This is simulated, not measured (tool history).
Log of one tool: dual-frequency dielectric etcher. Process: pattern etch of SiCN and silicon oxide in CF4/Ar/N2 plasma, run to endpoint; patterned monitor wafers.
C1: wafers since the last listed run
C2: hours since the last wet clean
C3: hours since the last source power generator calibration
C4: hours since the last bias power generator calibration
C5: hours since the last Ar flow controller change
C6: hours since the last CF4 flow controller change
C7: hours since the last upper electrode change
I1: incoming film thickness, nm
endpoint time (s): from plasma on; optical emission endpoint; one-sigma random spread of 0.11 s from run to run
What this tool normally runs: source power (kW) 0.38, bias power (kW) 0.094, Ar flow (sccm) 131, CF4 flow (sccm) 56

{"run": 1, "day": 0.0, "source power (kW)": 0.41, "bias power (kW)": 0.094, "Ar flow (sccm)": 131, "CF4 flow (sccm)": 56, "C1": 0, "C2": 177.7, "C3": 2316.9, "C4": 3009.9, "C5": 1490.5, "C6": 3948.2, "C7": 5396.7, "I1": 12.56, "endpoint time (s)": 17.1}
{"run": 2, "day": 1.425, "source power (kW)": 0.41, "bias power (kW)": 0.094, "Ar flow (sccm)": 131, "CF4 flow (sccm)": 56, "C1": 475, "C2": 211.9, "C3": 2351.1, "C4": 3044.1, "C5": 1524.7, "C6": 3982.4, "C7": 5430.9, "I1": 12.6, "endpoint time (s)": 17.3}
{"day": 3.017, "done": "CF4 flow controller replaced"}
{"run": 3, "day": 3.054, "source power (kW)": 0.41, "bias power (kW)": 0.094, "Ar flow (sccm)": 131, "CF4 flow (sccm)": 56, "C1": 459, "C2": 251, "C3": 2390.2, "C4": 3083.2, "C5": 1563.8, "C6": 0.9, "C7": 5470, "I1": 12.61, "endpoint time (s)": 17.3}
{"day": 4.617, "done": "upper electrode replaced"}
{"day": 5.821, "done": "bias power generator calibrated"}
{"run": 4, "day": 5.842, "source power (kW)": 0.38, "bias power (kW)": 0.094, "Ar flow (sccm)": 131, "CF4 flow (sccm)": 56, "C1": 540, "C2": 317.9, "C3": 2457.1, "C4": 0.5, "C5": 1630.7, "C6": 67.8, "C7": 29.4, "I1": 12.47, "endpoint time (s)": 18.7}
{"run": 5, "day": 7.475, "source power (kW)": 0.38, "bias power (kW)": 0.094, "Ar flow (sccm)": 131, "CF4 flow (sccm)": 56, "C1": 544, "C2": 357.1, "C3": 2496.3, "C4": 39.7, "C5": 1669.9, "C6": 107, "C7": 68.6, "I1": 12.54, "endpoint time (s)": 19.2}
{"day": 8.838, "done": "wet clean of the chamber"}
{"run": 6, "day": 10.025, "source power (kW)": 0.38, "bias power (kW)": 0.094, "Ar flow (sccm)": 141, "CF4 flow (sccm)": 56, "C1": 516, "C2": 28.5, "C3": 2557.5, "C4": 100.9, "C5": 1731.1, "C6": 168.2, "C7": 129.8, "I1": 12.61, "endpoint time (s)": 18.5}
{"run": 7, "day": 11.383, "source power (kW)": 0.38, "bias power (kW)": 0.094, "Ar flow (sccm)": 131, "CF4 flow (sccm)": 56, "C1": 452, "C2": 61.1, "C3": 2590.1, "C4": 133.5, "C5": 1763.7, "C6": 200.8, "C7": 162.4, "I1": 12.56, "endpoint time (s)": 18.5}
{"run": 8, "day": 14.096, "source power (kW)": 0.38, "bias power (kW)": 0.086, "Ar flow (sccm)": 120, "CF4 flow (sccm)": 52, "C1": 904, "C2": 126.2, "C3": 2655.2, "C4": 198.6, "C5": 1828.8, "C6": 265.9, "C7": 227.5, "I1": 12.65, "endpoint time (s)": 19.1}
{"run": 9, "day": 18.512, "source power (kW)": 0.34, "bias power (kW)": 0.094, "Ar flow (sccm)": 131, "CF4 flow (sccm)": 56, "C1": 1472, "C2": 232.2, "C3": 2761.2, "C4": 304.6, "C5": 1934.8, "C6": 371.9, "C7": 333.5, "I1": 12.71, "endpoint time (s)": 21.6}
{"run": 10, "day": 21.467, "source power (kW)": 0.38, "bias power (kW)": 0.109, "Ar flow (sccm)": 131, "CF4 flow (sccm)": 56, "C1": 984, "C2": 303.1, "C3": 2832.1, "C4": 375.5, "C5": 2005.7, "C6": 442.8, "C7": 404.4, "I1": 12.5, "endpoint time (s)": 18.3}
{"run": 11, "day": 22.862, "source power (kW)": 0.38, "bias power (kW)": 0.094, "Ar flow (sccm)": 131, "CF4 flow (sccm)": 44, "C1": 465, "C2": 336.6, "C3": 2865.6, "C4": 409, "C5": 2039.2, "C6": 476.3, "C7": 437.9, "I1": 12.58, "endpoint time (s)": 20.2}
{"run": 12, "day": 25.392, "source power (kW)": 0.35, "bias power (kW)": 0.094, "Ar flow (sccm)": 131, "CF4 flow (sccm)": 56, "C1": 843, "C2": 397.3, "C3": 2926.3, "C4": 469.7, "C5": 2099.9, "C6": 537, "C7": 498.6, "I1": 12.47, "endpoint time (s)": 21.3}
{"day": 27.062, "done": "wet clean of the chamber"}
{"day": 27.858, "done": "Ar flow controller replaced"}
{"run": 13, "day": 28.288, "source power (kW)": 0.33, "bias power (kW)": 0.094, "Ar flow (sccm)": 148, "CF4 flow (sccm)": 56, "C1": 548, "C2": 29.4, "C3": 2995.8, "C4": 539.2, "C5": 10.3, "C6": 606.5, "C7": 568.1, "I1": 12.7, "endpoint time (s)": 22.8}
{"day": 30.783, "done": "source power generator calibrated"}
{"run": 14, "day": 30.879, "source power (kW)": 0.38, "bias power (kW)": 0.114, "Ar flow (sccm)": 154, "CF4 flow (sccm)": 56, "C1": 808, "C2": 91.6, "C3": 2.3, "C4": 601.4, "C5": 72.5, "C6": 668.7, "C7": 630.3, "I1": 12.68, "endpoint time (s)": 17.8}
{"run": 15, "day": 34.533, "source power (kW)": 0.3, "bias power (kW)": 0.081, "Ar flow (sccm)": 102, "CF4 flow (sccm)": 43, "C1": 1218, "C2": 179.3, "C3": 90, "C4": 689.1, "C5": 160.2, "C6": 756.4, "C7": 718, "I1": 12.53, "endpoint time (s)": 23.5}
{"run": 16, "day": 36.625, "source power (kW)": 0.38, "bias power (kW)": 0.109, "Ar flow (sccm)": 110, "CF4 flow (sccm)": 56, "C1": 697, "C2": 229.5, "C3": 140.2, "C4": 739.3, "C5": 210.4, "C6": 806.6, "C7": 768.2, "I1": 12.63, "endpoint time (s)": 16.7}
{"run": 17, "day": 38.229, "source power (kW)": 0.46, "bias power (kW)": 0.094, "Ar flow (sccm)": 113, "CF4 flow (sccm)": 66, "C1": 534, "C2": 268, "C3": 178.7, "C4": 777.8, "C5": 248.9, "C6": 845.1, "C7": 806.7, "I1": 12.6, "endpoint time (s)": 13.9}
{"run": 18, "day": 41.146, "source power (kW)": 0.38, "bias power (kW)": 0.094, "Ar flow (sccm)": 131, "CF4 flow (sccm)": 56, "C1": 972, "C2": 338, "C3": 248.7, "C4": 847.8, "C5": 318.9, "C6": 915.1, "C7": 876.7, "I1": 12.45, "endpoint time (s)": 18.4}
{"run": 19, "day": 42.333, "source power (kW)": 0.38, "bias power (kW)": 0.094, "Ar flow (sccm)": 131, "CF4 flow (sccm)": 56, "C1": 395, "C2": 366.5, "C3": 277.2, "C4": 876.3, "C5": 347.4, "C6": 943.6, "C7": 905.2, "I1": 12.38, "endpoint time (s)": 18.3}
{"day": 44.621, "done": "wet clean of the chamber"}
{"run": 20, "day": 44.642, "source power (kW)": 0.28, "bias power (kW)": 0.094, "Ar flow (sccm)": 101, "CF4 flow (sccm)": 56, "C1": 436, "C2": 0.5, "C3": 332.6, "C4": 931.7, "C5": 402.8, "C6": 999, "C7": 960.6, "I1": 12.57, "endpoint time (s)": 23.6}
{"run": 21, "day": 45.892, "source power (kW)": 0.38, "bias power (kW)": 0.094, "Ar flow (sccm)": 131, "CF4 flow (sccm)": 49, "C1": 416, "C2": 30.5, "C3": 362.6, "C4": 961.7, "C5": 432.8, "C6": 1029, "C7": 990.6, "I1": 12.59, "endpoint time (s)": 18}
{"run": 22, "day": 47.158, "source power (kW)": 0.38, "bias power (kW)": 0.085, "Ar flow (sccm)": 103, "CF4 flow (sccm)": 61, "C1": 422, "C2": 60.9, "C3": 393, "C4": 992.1, "C5": 463.2, "C6": 1059.4, "C7": 1021, "I1": 12.69, "endpoint time (s)": 17.1}
{"run": 23, "day": 48.979, "source power (kW)": 0.43, "bias power (kW)": 0.094, "Ar flow (sccm)": 117, "CF4 flow (sccm)": 43, "C1": 607, "C2": 104.6, "C3": 436.7, "C4": 1035.8, "C5": 506.9, "C6": 1103.1, "C7": 1064.7, "I1": 12.54, "endpoint time (s)": 15.8}

5 options for the next run, each taken on its own from the tool as it stands now. Forecast them:
{"run": "A", "day": 48.996, "source power (kW)": 0.38, "bias power (kW)": 0.094, "Ar flow (sccm)": 131, "CF4 flow (sccm)": 56, "C1": 5, "C2": 105, "C3": 437.1, "C4": 1036.2, "C5": 507.3, "C6": 1103.5, "C7": 1065.1, "I1": 12.56, "endpoint time (s)": "?"}
{"run": "B", "day": 48.996, "source power (kW)": 0.45, "bias power (kW)": 0.094, "Ar flow (sccm)": 131, "CF4 flow (sccm)": 56, "C1": 5, "C2": 105, "C3": 437.1, "C4": 1036.2, "C5": 507.3, "C6": 1103.5, "C7": 1065.1, "I1": 12.56, "endpoint time (s)": "?"}
{"run": "C", "day": 48.996, "source power (kW)": 0.38, "bias power (kW)": 0.094, "Ar flow (sccm)": 131, "CF4 flow (sccm)": 66, "C1": 5, "C2": 105, "C3": 437.1, "C4": 1036.2, "C5": 507.3, "C6": 1103.5, "C7": 1065.1, "I1": 12.56, "endpoint time (s)": "?"}
{"run": "D", "day": 48.996, "source power (kW)": 0.38, "bias power (kW)": 0.107, "Ar flow (sccm)": 144, "CF4 flow (sccm)": 43, "C1": 5, "C2": 105, "C3": 437.1, "C4": 1036.2, "C5": 507.3, "C6": 1103.5, "C7": 1065.1, "I1": 12.56, "endpoint time (s)": "?"}
{"run": "E", "day": 48.996, "source power (kW)": 0.31, "bias power (kW)": 0.094, "Ar flow (sccm)": 131, "CF4 flow (sccm)": 56, "C1": 5, "C2": 105, "C3": 437.1, "C4": 1036.2, "C5": 507.3, "C6": 1103.5, "C7": 1065.1, "I1": 12.56, "endpoint time (s)": "?"}

run=A endpoint_time_(s)=17.9
run=B endpoint_time_(s)=14.9
run=C endpoint_time_(s)=17.5
run=D endpoint_time_(s)=18.5
run=E endpoint_time_(s)=22.7
With no hidden state in the tool, these same runs would have given:
run=A endpoint_time_(s)=17.5
run=B endpoint_time_(s)=14.6
run=C endpoint_time_(s)=17.1
run=D endpoint_time_(s)=18.1
run=E endpoint_time_(s)=22.1
